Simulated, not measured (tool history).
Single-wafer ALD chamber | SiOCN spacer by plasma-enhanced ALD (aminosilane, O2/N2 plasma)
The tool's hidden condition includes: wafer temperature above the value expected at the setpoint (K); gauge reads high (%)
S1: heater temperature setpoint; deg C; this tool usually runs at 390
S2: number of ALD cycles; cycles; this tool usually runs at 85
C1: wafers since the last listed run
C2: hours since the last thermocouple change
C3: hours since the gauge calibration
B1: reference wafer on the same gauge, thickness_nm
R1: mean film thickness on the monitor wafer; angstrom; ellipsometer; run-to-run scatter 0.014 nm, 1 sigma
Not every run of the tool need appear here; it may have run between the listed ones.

run 1 day=0 | S1=390 S2=85 | C1=0 C2=1954.1 C3=453.4 | B1=5.408 | R1=55.47
run 2 day=2.496 | S1=390 S2=85 | C1=227 C2=2014 C3=513.3 | B1=5.408 | R1=54.91
run 3 day=5.225 | S1=390 S2=85 | C1=248 C2=2079.5 C3=578.8 | B1=5.411 | R1=55.16
run 4 day=7.412 | S1=382 S2=85 | C1=199 C2=2132 C3=631.3 | B1=5.402 | R1=55.01
run 5 day=9.454 | S1=382 S2=85 | C1=185 C2=2181 C3=680.3 | B1=5.408 | R1=55.14
run 6 day=11.546 | S1=382 S2=85 | C1=190 C2=2231.2 C3=730.5 | B1=5.416 | R1=55.25
run 7 day=14.108 | S1=390 S2=85 | C1=233 C2=2292.7 C3=792 | B1=5.409 | R1=55.25
run 8 day=16.521 | S1=390 S2=85 | C1=219 C2=2350.6 C3=849.9 | B1=5.415 | R1=55.38
run 9 day=19.512 | S1=390 S2=85 | C1=272 C2=2422.4 C3=921.7 | B1=5.411 | R1=55.27
run 10 day=22.492 | S1=390 S2=85 | C1=271 C2=2493.9 C3=993.2 | B1=5.415 | R1=55.53
run 11 day=23.65 | S1=390 S2=85 | C1=105 C2=2521.7 C3=1021 | B1=5.404 | R1=55.16
run 12 day=25.696 | S1=390 S2=85 | C1=186 C2=2570.8 C3=1070.1 | B1=5.405 | R1=55.22
run 13 day=28.117 | S1=390 S2=85 | C1=220 C2=2628.9 C3=1128.2 | B1=5.416 | R1=55.43
-- day=28.771 gauge calibrated
run 14 day=30.917 | S1=395 S2=85 | C1=254 C2=2696.1 C3=51.5 | B1=5.411 | R1=55.43
run 15 day=32.742 | S1=395 S2=85 | C1=166 C2=2739.9 C3=95.3 | B1=5.402 | R1=55.14
run 16 day=35.633 | S1=395 S2=85 | C1=263 C2=2809.3 C3=164.7 | B1=5.411 | R1=55.25
run 17 day=36.821 | S1=390 S2=85 | C1=108 C2=2837.8 C3=193.2 | B1=5.408 | R1=55.22
run 18 day=38.65 | S1=390 S2=85 | C1=166 C2=2881.7 C3=237.1 | B1=5.412 | R1=55.22
run 19 day=40.392 | S1=390 S2=85 | C1=158 C2=2923.5 C3=278.9 | B1=5.407 | R1=55.24
-- day=41.292 thermocouple changed; heater temperature recalibrated
run 20 day=42.383 | S1=390 S2=85 | C1=151 C2=26.2 C3=326.7 | B1=5.406 | R1=55.51
run 21 day=44.046 | S1=390 S2=85 | C1=151 C2=66.1 C3=366.6 | B1=5.405 | R1=55.14
run 22 day=46.65 | S1=385 S2=85 | C1=237 C2=128.6 C3=429.1 | B1=5.415 | R1=55.13
run 23 day=47.875 | S1=394 S2=99 | C1=111 C2=158 C3=458.5 | B1=5.407 | R1=64.13
run 24 day=48.988 | S1=390 S2=85 | C1=101 C2=184.7 C3=485.2 | B1=5.408 | R1=55.34
run 25 day=51.612 | S1=382 S2=101 | C1=239 C2=247.7 C3=548.2 | B1=5.409 | R1=65.68
run 26 day=53.846 | S1=378 S2=95 | C1=203 C2=301.3 C3=601.8 | B1=5.405 | R1=61.41
run 27 day=55.883 | S1=394 S2=73 | C1=185 C2=350.2 C3=650.7 | B1=5.413 | R1=47.49
run 28 day=57.383 | S1=390 S2=85 | C1=136 C2=386.2 C3=686.7 | B1=5.417 | R1=55.05
run 29 day=58.388 | S1=390 S2=85 | C1=91 C2=410.3 C3=710.8 | B1=5.409 | R1=55.18
run 30 day=59.858 | S1=397 S2=93 | C1=133 C2=445.6 C3=746.1 | B1=5.41 | R1=60.47
run 31 day=61.233 | S1=394 S2=81 | C1=125 C2=478.6 C3=779.1 | B1=5.414 | R1=52.7
run 32 day=62.588 | S1=400 S2=92 | C1=123 C2=511.1 C3=811.6 | B1=5.414 | R1=59.71
run 33 day=64.304 | S1=394 S2=100 | C1=156 C2=552.3 C3=852.8 | B1=5.416 | R1=64.95
run 34 day=67.038 | S1=403 S2=74 | C1=248 C2=617.9 C3=918.4 | B1=5.413 | R1=47.71
run 35 day=68.7 | S1=375 S2=85 | C1=151 C2=657.8 C3=958.3 | B1=5.411 | R1=55.35
run 36 day=71.1 | S1=382 S2=90 | C1=218 C2=715.4 C3=1015.9 | B1=5.414 | R1=58.23
run 37 day=72.862 | S1=401 S2=85 | C1=160 C2=757.7 C3=1058.2 | B1=5.407 | R1=55.12
run 38 day=73.896 | S1=390 S2=75 | C1=94 C2=782.5 C3=1083 | B1=5.411 | R1=48.51
run 39 day=75.175 | S1=390 S2=85 | C1=116 C2=813.2 C3=1113.7 | B1=5.415 | R1=55.37
run 40 day=76.558 | S1=382 S2=95 | C1=125 C2=846.4 C3=1146.9 | B1=5.414 | R1=61.83
run 41 day=77.729 | S1=382 S2=101 | C1=106 C2=874.5 C3=1175 | B1=5.4 | R1=65.8
run 42 day=80.467 | S1=378 S2=100 | C1=249 C2=940.2 C3=1240.7 | B1=5.409 | R1=64.87
run 43 day=81.883 | S1=390 S2=85 | C1=129 C2=974.2 C3=1274.7 | B1=5.412 | R1=55.46
-- day=87.121 gauge calibrated
run 44 day=87.412 | S1=378 S2=95 | C1=503 C2=1106.9 C3=7 | B1=5.409 | R1=61.77
run 45 day=88.667 | S1=396 S2=79 | C1=114 C2=1137 C3=37.1 | B1=5.407 | R1=51.34

Consider 4 possible next runs. They are alternatives, not a sequence: every one starts from the tool as it was left by run 45. What does each give?
run A day=88.692 | S1=390 S2=85 | C1=2 C2=1137.6 C3=37.7 | B1=? | R1=?
run B day=88.692 | S1=384 S2=78 | C1=2 C2=1137.6 C3=37.7 | B1=? | R1=?
run C day=88.692 | S1=380 S2=98 | C1=2 C2=1137.6 C3=37.7 | B1=? | R1=?
run D day=88.692 | S1=379 S2=100 | C1=2 C2=1137.6 C3=37.7 | B1=? | R1=?

run=A B1=5.407 R1=55.44
run=B B1=5.407 R1=50.88
run=C B1=5.407 R1=63.92
run=D B1=5.407 R1=65.23
Without the tool's hidden state the same runs would have given:
run=A R1=55.44
run=B R1=50.88
run=C R1=63.92
run=D R1=65.23
